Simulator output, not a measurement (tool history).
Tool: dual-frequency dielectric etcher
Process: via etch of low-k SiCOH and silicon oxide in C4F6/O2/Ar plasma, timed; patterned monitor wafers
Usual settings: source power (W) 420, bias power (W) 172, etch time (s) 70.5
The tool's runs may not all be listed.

run	day	source power (W)	bias power (W)	etch time (s)	wafers since the last listed run	hours since the last wet clean	hours since the last source power generator calibration	hours since the last bias power generator calibration	hours since the last upper electrode change	hours since the gauge calibration	read-back reference wafer on the same gauge, depth_nm	mean etch depth across the wafer (Å)
1	0	420	172	70.5	0	392.5	3115.6	2894.2	3178.2	299.4	182.8	1861
2	2.104	420	172	70.5	618	443	3166.1	2944.7	3228.7	349.9	183	1853
3	4.525	420	172	70.5	711	501.1	3224.2	3002.8	3286.8	408	182.9	1883
4	5.888	420	172	70.5	400	533.8	3256.9	3035.5	3319.5	440.7	183.4	1867
5	7.075	420	172	82.5	348	562.3	3285.4	3064	3348	469.2	183	2181
# day 8.842: wet clean of the chamber
6	9.142	420	172	70.5	313	7.2	3335	3113.6	3397.6	518.8	183.2	1758
7	11.738	420	172	70.5	762	69.5	3397.3	3175.9	3459.9	581.1	182.6	1753
8	12.983	420	172	70.5	365	99.4	3427.2	3205.8	3489.8	611	182.8	1766
9	14.175	420	172	70.5	350	128	3455.8	3234.4	3518.4	639.6	183.4	1766
10	16.158	420	172	70.5	582	175.6	3503.4	3282	3566	687.2	182.9	1802
11	18.25	420	172	70.5	614	225.8	3553.6	3332.2	3616.2	737.4	183.3	1802
12	20.225	420	172	70.5	580	273.2	3601	3379.6	3663.6	784.8	182.9	1814
13	22.062	420	172	70.5	539	317.3	3645.1	3423.7	3707.7	828.9	183.3	1813
14	24.321	420	204	70.5	663	371.5	3699.3	3477.9	3761.9	883.1	183.1	1964
# day 24.838: bias power generator calibrated
15	25.717	420	172	70.5	361	405	3732.8	21.1	3795.4	916.6	183.3	1820
16	27.825	420	158	82	619	455.6	3783.4	71.7	3846	967.2	182.9	2058
17	29.679	420	172	70.5	544	500.1	3827.9	116.2	3890.5	1011.7	182.9	1844
# day 31.6: upper electrode replaced, of another model than before
# day 32.025: wet clean of the chamber
18	32.617	420	204	70.5	443	14.2	3898.4	186.7	24.4	1082.2	182.8	1986
19	33.692	420	172	70.5	315	40	3924.2	212.5	50.2	1108	183.1	1776
# day 34.771: source power generator calibrated
20	35.55	420	172	55	496	84.6	18.7	257.1	94.8	1152.6	183.3	1388
# day 36.525: gauge calibrated
21	38.492	420	152	77	864	155.2	89.3	327.7	165.4	47.2	183.2	1775
22	40.829	490	189	52	686	211.3	145.4	383.8	221.5	103.3	183	1502
23	43.258	380	149	64.5	713	269.6	203.7	442.1	279.8	161.6	182.6	1436
24	44.579	420	172	70.5	388	301.3	235.4	473.8	311.5	193.3	183.2	1815
25	46.992	450	191	89.5	708	359.2	293.3	531.7	369.4	251.2	183.1	2512
26	48.671	420	172	77	493	399.5	333.6	572	409.7	291.5	183.1	1971
27	50.217	320	211	85.5	454	436.6	370.7	609.1	446.8	328.6	183.3	2362

5 ways to go on from here, each from the tool as it stands after run 27. What would each give?
A	50.233	420	172	70.5	4	437	371.1	609.5	447.2	329	?	?
B	50.233	490	211	87	4	437	371.1	609.5	447.2	329	?	?
C	50.233	490	148	84	4	437	371.1	609.5	447.2	329	?	?
D	50.233	420	172	55.5	4	437	371.1	609.5	447.2	329	?	?
E	50.233	450	172	70.5	4	437	371.1	609.5	447.2	329	?	?

run	read-back reference wafer on the same gauge, depth_nm	mean etch depth across the wafer (Å)
A	183.2	1843
B	183.2	2728
C	183.2	2062
D	183.2	1451
E	183.2	1883
Without the tool's hidden state the same runs would have given:
run	mean etch depth across the wafer (Å)
A	1775
B	2628
C	1986
D	1398
E	1814
